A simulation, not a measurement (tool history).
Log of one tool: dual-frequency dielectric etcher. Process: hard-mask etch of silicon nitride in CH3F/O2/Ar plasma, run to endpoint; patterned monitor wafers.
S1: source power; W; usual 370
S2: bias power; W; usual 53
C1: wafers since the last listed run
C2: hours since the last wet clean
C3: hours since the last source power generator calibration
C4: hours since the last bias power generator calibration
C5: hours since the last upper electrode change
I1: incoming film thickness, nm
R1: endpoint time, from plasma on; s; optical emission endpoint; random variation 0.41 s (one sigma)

| run | day | S1 | S2 | C1 | C2 | C3 | C4 | C5 | I1 | R1 |
|---|---|---|---|---|---|---|---|---|---|---|
| 1 | 0.000 | 390 | 61 | 0 | 268.0 | 1604.5 | 1440.3 | 2544.4 | 44.94 | 65.9 |
|  | 2.354 | wet clean of the chamber |
| 2 | 3.246 | 390 | 61 | 422 | 21.4 | 1682.4 | 1518.2 | 2622.3 | 44.78 | 64.5 |
| 3 | 5.954 | 390 | 61 | 509 | 86.4 | 1747.4 | 1583.2 | 2687.3 | 45.11 | 66.2 |
| 4 | 9.912 | 370 | 53 | 744 | 181.4 | 1842.4 | 1678.2 | 2782.3 | 44.86 | 72.7 |
| 5 | 14.096 | 370 | 53 | 787 | 281.8 | 1942.8 | 1778.6 | 2882.7 | 44.47 | 72.3 |
|  | 16.771 | wet clean of the chamber |
| 6 | 16.838 | 370 | 46 | 327 | 1.6 | 2008.6 | 1844.4 | 2948.5 | 44.56 | 74.5 |
|  | 19.683 | bias power generator calibrated |
| 7 | 19.704 | 370 | 46 | 508 | 70.4 | 2077.4 | 0.5 | 3017.3 | 45.03 | 75.5 |
| 8 | 22.096 | 310 | 59 | 450 | 127.8 | 2134.8 | 57.9 | 3074.7 | 45.14 | 75.7 |
| 9 | 24.450 | 450 | 62 | 443 | 184.3 | 2191.3 | 114.4 | 3131.2 | 44.62 | 61.5 |
|  | 26.433 | source power generator calibrated |
| 10 | 28.312 | 370 | 47 | 695 | 277.0 | 45.1 | 207.1 | 3223.9 | 44.98 | 77.2 |
|  | 29.367 | upper electrode replaced |
|  | 30.362 | wet clean of the chamber |
| 11 | 32.762 | 370 | 53 | 461 | 57.6 | 151.9 | 313.9 | 81.5 | 44.66 | 71.4 |
| 12 | 34.317 | 370 | 53 | 292 | 94.9 | 189.2 | 351.2 | 118.8 | 44.89 | 72.8 |
| 13 | 38.088 | 290 | 41 | 709 | 185.4 | 279.7 | 441.7 | 209.3 | 44.67 | 93.3 |
| 14 | 41.775 | 460 | 53 | 693 | 273.9 | 368.2 | 530.2 | 297.8 | 44.75 | 66.1 |

Measured less the same run without the tool's hidden state. The same run-to-run variation is in both; the gauge's scatter may not be:
The hidden state here: etch rate over this chamber's usual, %; source power that arrives over what is set, %; bias power that arrives over what is set, %.
| run | R1 |
|---|---|
| 1 | +1.6 |
| 2 | +0.0 |
| 3 | +0.6 |
| 4 | +1.8 |
| 5 | +2.8 |
| 6 | +0.3 |
| 7 | +1.1 |
| 8 | +1.7 |
| 9 | +1.8 |
| 10 | +3.4 |
| 11 | +1.8 |
| 12 | +2.2 |
| 13 | +4.0 |
| 14 | +3.7 |
